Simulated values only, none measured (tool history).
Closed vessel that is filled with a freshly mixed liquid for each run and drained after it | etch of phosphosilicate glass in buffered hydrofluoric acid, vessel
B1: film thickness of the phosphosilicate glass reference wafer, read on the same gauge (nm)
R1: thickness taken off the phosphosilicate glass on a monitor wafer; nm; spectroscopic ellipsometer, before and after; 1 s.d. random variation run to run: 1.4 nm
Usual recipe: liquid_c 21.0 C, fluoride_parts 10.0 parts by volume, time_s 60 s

Run 1, hour 0.0: usual settings but liquid_c 18.5 C; B1 49.97. Result: R1 145.30 nm.
Run 2, hour 40.2: usual settings but liquid_c 22.5 C, time_s 40 s; B1 50.01. Result: R1 120.45 nm.
Run 3, hour 76.5: usual settings but liquid_c 22.5 C, time_s 40 s; B1 49.99. Result: R1 118.61 nm.
Run 4, hour 146.1: usual settings but liquid_c 22.5 C, time_s 40 s; B1 50.01. Result: R1 120.34 nm.
At hour 146.5: gauge calibrated.
Run 5, hour 189.5: usual settings but liquid_c 19.0 C; B1 50.02. Result: R1 150.26 nm.
Run 6, hour 229.8: usual settings but liquid_c 19.0 C; B1 50.01. Result: R1 147.77 nm.
Run 7, hour 267.0: usual settings but liquid_c 22.0 C; B1 50.01. Result: R1 173.33 nm.
Run 8, hour 338.5: usual settings but liquid_c 22.0 C; B1 50.03. Result: R1 179.10 nm.
Run 9, hour 363.1: usual settings; B1 49.99. Result: R1 167.17 nm.
At hour 383.4: thermometer replaced.
Run 10, hour 419.4: usual settings; B1 50.00. Result: R1 181.41 nm.
Run 11, hour 455.2: usual settings; B1 50.01. Result: R1 179.85 nm.
Run 12, hour 514.3: usual settings but fluoride_parts 11.5 parts by volume; B1 49.99. Result: R1 159.65 nm.
At hour 548.2: hydrofluoric acid flow meter replaced.
Run 13, hour 577.0: usual settings but fluoride_parts 11.5 parts by volume; B1 50.00. Result: R1 157.91 nm.
Run 14, hour 607.9: usual settings but fluoride_parts 11.5 parts by volume; B1 50.00. Result: R1 159.70 nm.
Run 15, hour 673.8: usual settings but liquid_c 17.5 C, time_s 35 s; B1 50.00. Result: R1 89.06 nm.
Run 16, hour 731.7: usual settings but liquid_c 17.0 C, fluoride_parts 13.0 parts by volume, time_s 70 s; B1 50.00. Result: R1 130.79 nm.
Run 17, hour 775.8: usual settings; B1 50.02. Result: R1 185.95 nm.
At hour 787.0: thermometer replaced, repeated, since the last time left the tool worse.
Run 18, hour 817.3: usual settings but liquid_c 19.0 C, fluoride_parts 6.5 parts by volume; B1 49.98. Result: R1 207.77 nm.
Run 19, hour 844.1: usual settings; B1 49.99. Result: R1 153.82 nm.
Run 20, hour 901.8: usual settings but time_s 40 s; B1 49.99. Result: R1 103.09 nm.
Run 21, hour 952.1: usual settings but liquid_c 17.0 C, fluoride_parts 8.5 parts by volume, time_s 30 s; B1 49.98. Result: R1 70.64 nm.
Run 22, hour 1157.3: usual settings but liquid_c 22.5 C; B1 50.00. Result: R1 170.63 nm.
At hour 1187.2: gauge calibrated.
Run 23, hour 1208.1: usual settings but liquid_c 24.5 C, fluoride_parts 11.5 parts by volume, time_s 85 s; B1 50.01. Result: R1 235.60 nm.
Run 24, hour 1255.8: usual settings but time_s 30 s; B1 50.00. Result: R1 77.50 nm.
Run 25, hour 1296.1: usual settings; B1 50.01. Result: R1 155.02 nm.
Run 26, hour 1344.0: usual settings but fluoride_parts 13.0 parts by volume, time_s 75 s; B1 50.00. Result: R1 150.83 nm.

What does the tool deliver on the next run?
Run 27, hour 1382.2: usual settings; B1 ?. Result: R1 ?.

Run 27 yielded B1 49.99, R1 158.04 nm.
Without the tool's hidden state the same run would have given R1 153.89 nm.
